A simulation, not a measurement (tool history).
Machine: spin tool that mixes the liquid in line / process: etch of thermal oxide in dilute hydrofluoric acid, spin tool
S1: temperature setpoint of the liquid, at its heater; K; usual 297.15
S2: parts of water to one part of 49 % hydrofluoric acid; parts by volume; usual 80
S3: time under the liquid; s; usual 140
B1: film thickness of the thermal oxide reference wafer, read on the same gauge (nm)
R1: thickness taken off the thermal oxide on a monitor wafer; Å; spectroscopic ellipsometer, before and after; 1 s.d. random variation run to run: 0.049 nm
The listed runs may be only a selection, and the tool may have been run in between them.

run,hour,S1,S2,S3,B1,R1
1,0.0,297.15,65,140,80.06,114.9
2,85.3,297.15,80,140,79.98,92.9
3,175.6,297.15,80,140,80.05,94.0
4,269.2,297.15,80,185,80.00,123.7
5,329.6,297.15,80,185,79.96,125.7
# hour 408.3: thermometer replaced
6,569.3,297.15,80,140,80.01,94.0
7,620.2,297.15,80,140,79.99,93.4
# hour 677.8: hydrofluoric acid flow meter replaced
8,688.3,297.15,80,140,80.02,88.3
9,790.3,297.15,80,140,80.02,88.8
10,853.2,297.15,80,140,80.00,89.0
11,896.7,297.15,90,80,79.97,44.7
12,940.3,297.15,80,140,80.01,89.4
13,991.3,297.15,80,140,80.00,90.4
14,1051.9,297.15,95,175,80.03,93.3
15,1133.7,293.15,95,170,80.05,78.0
16,1208.9,297.15,80,140,80.01,92.7
17,1251.0,299.65,80,220,80.00,160.1
18,1314.4,299.65,100,70,80.01,39.6
19,1358.2,293.65,45,70,79.94,74.3
20,1448.3,297.15,80,80,80.01,53.7
21,1539.5,297.15,80,140,79.98,94.7
22,1639.2,297.15,80,140,80.00,96.3
# hour 1690.1: gauge calibrated
# hour 1723.5: hydrofluoric acid flow meter replaced
23,1734.2,297.15,50,140,80.02,151.0
24,1831.2,297.15,80,140,80.03,90.9
# hour 1980.2: thermometer replaced
25,2105.6,301.15,70,195,80.00,172.1
26,2189.1,297.15,105,140,80.01,67.4
27,2354.8,297.15,100,60,79.96,31.0
28,2392.7,300.15,115,140,79.99,69.4
29,2456.6,292.65,80,140,80.00,77.5
30,2505.0,297.15,80,140,80.04,93.7
# hour 2527.7: hydrofluoric acid flow meter replaced
31,2702.7,297.15,80,140,80.06,91.0
32,2792.0,301.15,80,175,80.02,133.0
33,2835.5,297.15,115,85,79.94,37.1

The next listed run, before its measurement:
34,2899.2,294.15,120,180,?,?

B1: 79.97
R1: 66.4 Å
Without the tool's hidden state the same run would have given R1 63.1 Å.

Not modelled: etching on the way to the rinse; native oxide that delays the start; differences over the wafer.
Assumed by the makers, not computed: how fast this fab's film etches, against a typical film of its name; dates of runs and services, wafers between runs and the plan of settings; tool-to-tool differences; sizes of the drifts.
